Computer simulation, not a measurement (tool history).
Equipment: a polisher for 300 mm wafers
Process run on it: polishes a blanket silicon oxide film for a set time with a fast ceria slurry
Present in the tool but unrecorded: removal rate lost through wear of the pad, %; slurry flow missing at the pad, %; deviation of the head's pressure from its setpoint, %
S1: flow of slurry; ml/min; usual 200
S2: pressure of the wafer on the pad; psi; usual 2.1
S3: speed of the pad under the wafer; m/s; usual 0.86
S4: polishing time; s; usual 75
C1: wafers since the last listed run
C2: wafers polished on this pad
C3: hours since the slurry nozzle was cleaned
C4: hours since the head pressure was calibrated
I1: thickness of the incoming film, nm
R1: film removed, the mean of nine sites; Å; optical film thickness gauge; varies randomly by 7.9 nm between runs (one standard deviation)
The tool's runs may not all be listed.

run,hour,S1,S2,S3,S4,C1,C2,C3,C4,I1,R1
1,0.0,200,2.1,0.86,75,0,207,94.2,392.0,3011.6,7803
2,13.2,200,2.1,0.86,75,113,320,107.4,405.2,2984.0,7788
3,32.2,200,1.8,0.86,75,163,484,126.4,424.2,3010.3,6827
4,56.8,200,1.8,0.86,75,212,696,151.0,448.8,3037.6,6736
5,70.5,200,1.8,0.86,75,118,814,164.7,462.5,2967.6,6805
6,87.9,200,2.1,0.86,91,149,964,182.1,479.9,2983.1,9467
7,116.3,200,2.1,0.86,91,244,1209,210.5,508.3,2998.2,9430
# hour 132.4: slurry nozzle cleaned
8,133.1,200,2.1,0.86,91,136,1345,0.7,525.1,2967.0,9518
# hour 152.0: worn pad replaced by a new one
9,156.7,215,2.1,0.86,75,168,40,24.3,548.7,2948.4,7938
10,171.1,200,2.1,0.86,75,124,164,38.7,563.1,3005.2,7812
11,189.9,200,2.1,0.86,75,162,326,57.5,581.9,2998.9,7832
12,219.7,200,2.1,0.86,75,256,583,87.3,611.7,2977.8,7771
13,239.0,200,2.1,0.86,75,166,749,106.6,631.0,3020.8,7797
14,263.2,200,2.1,1.08,75,208,958,130.8,655.2,3043.6,9134
# hour 270.9: head pressure recalibrated
15,287.4,200,2.1,1.08,75,191,1149,155.0,16.5,3013.3,9356
16,304.0,200,2.1,0.86,75,143,1292,171.6,33.1,3061.8,7720
17,331.5,200,2.1,0.86,75,236,1529,199.1,60.6,3002.6,7744
18,351.2,260,2.1,0.86,75,169,1699,218.8,80.3,2975.9,8127
# hour 358.4: slurry nozzle cleaned
# hour 367.7: worn pad replaced by a new one
19,374.5,270,2.4,0.74,75,157,58,16.1,103.6,3007.3,8143
20,404.0,200,2.1,0.74,59,254,312,45.6,133.1,2989.8,5485
21,423.7,200,2.1,0.76,75,169,482,65.3,152.8,3006.1,7109
22,445.8,200,2.7,0.78,93,190,673,87.4,174.9,3010.4,11284
23,465.9,155,1.6,1.00,75,173,846,107.5,195.0,2945.5,6560
24,480.6,200,2.1,0.86,75,126,973,122.2,209.7,2983.3,7829
25,504.0,240,2.8,0.86,75,201,1174,145.6,233.1,2985.8,10469
26,533.4,200,2.1,0.86,75,253,1428,175.0,262.5,3049.4,7634
# hour 584.3: worn pad replaced by a new one
# hour 597.6: slurry nozzle cleaned
27,622.4,200,2.1,0.86,75,723,320,24.8,351.5,2965.0,7815
28,638.3,180,2.3,1.00,75,137,457,40.7,367.4,2962.3,9110
29,673.0,230,2.6,0.94,75,299,756,75.4,402.1,2976.1,10177
30,697.8,200,2.1,0.86,75,213,969,100.2,426.9,3055.1,7708
31,728.5,170,2.1,0.58,75,264,1234,130.9,457.6,3060.2,5804
32,748.2,200,1.8,0.86,75,169,1404,150.6,477.3,3005.5,6909
# hour 785.0: worn pad replaced by a new one
33,785.5,200,2.1,0.94,75,286,4,187.9,514.6,3021.2,8310
34,812.3,135,2.1,1.06,75,230,235,214.7,541.4,2989.1,8436
# hour 825.8: slurry nozzle cleaned
35,919.5,200,2.1,0.86,54,915,1150,93.7,648.6,2983.5,5625
36,936.4,235,1.9,1.06,92,145,1296,110.6,665.5,2984.8,10376

What differs in the tool's unlogged condition from the final listed run ahead of each entry between runs to the first listed run following it?
From run 7 to run 8: slurry nozzle cleaned (hour 132.4)
  no difference in the tool's unlogged condition between these two runs
From run 8 to run 9: worn pad replaced by a new one (hour 152.0)
  no difference in the tool's unlogged condition between these two runs
From run 14 to run 15: head pressure recalibrated (hour 270.9)
  no difference in the tool's unlogged condition between these two runs
From run 18 to run 19: slurry nozzle cleaned (hour 358.4); worn pad replaced by a new one (hour 367.7)
  no difference in the tool's unlogged condition between these two runs
From run 26 to run 27: worn pad replaced by a new one (hour 584.3); slurry nozzle cleaned (hour 597.6)
  no difference in the tool's unlogged condition between these two runs
From run 32 to run 33: worn pad replaced by a new one (hour 785.0)
  no difference in the tool's unlogged condition between these two runs
From run 34 to run 35: slurry nozzle cleaned (hour 825.8)
  no difference in the tool's unlogged condition between these two runs
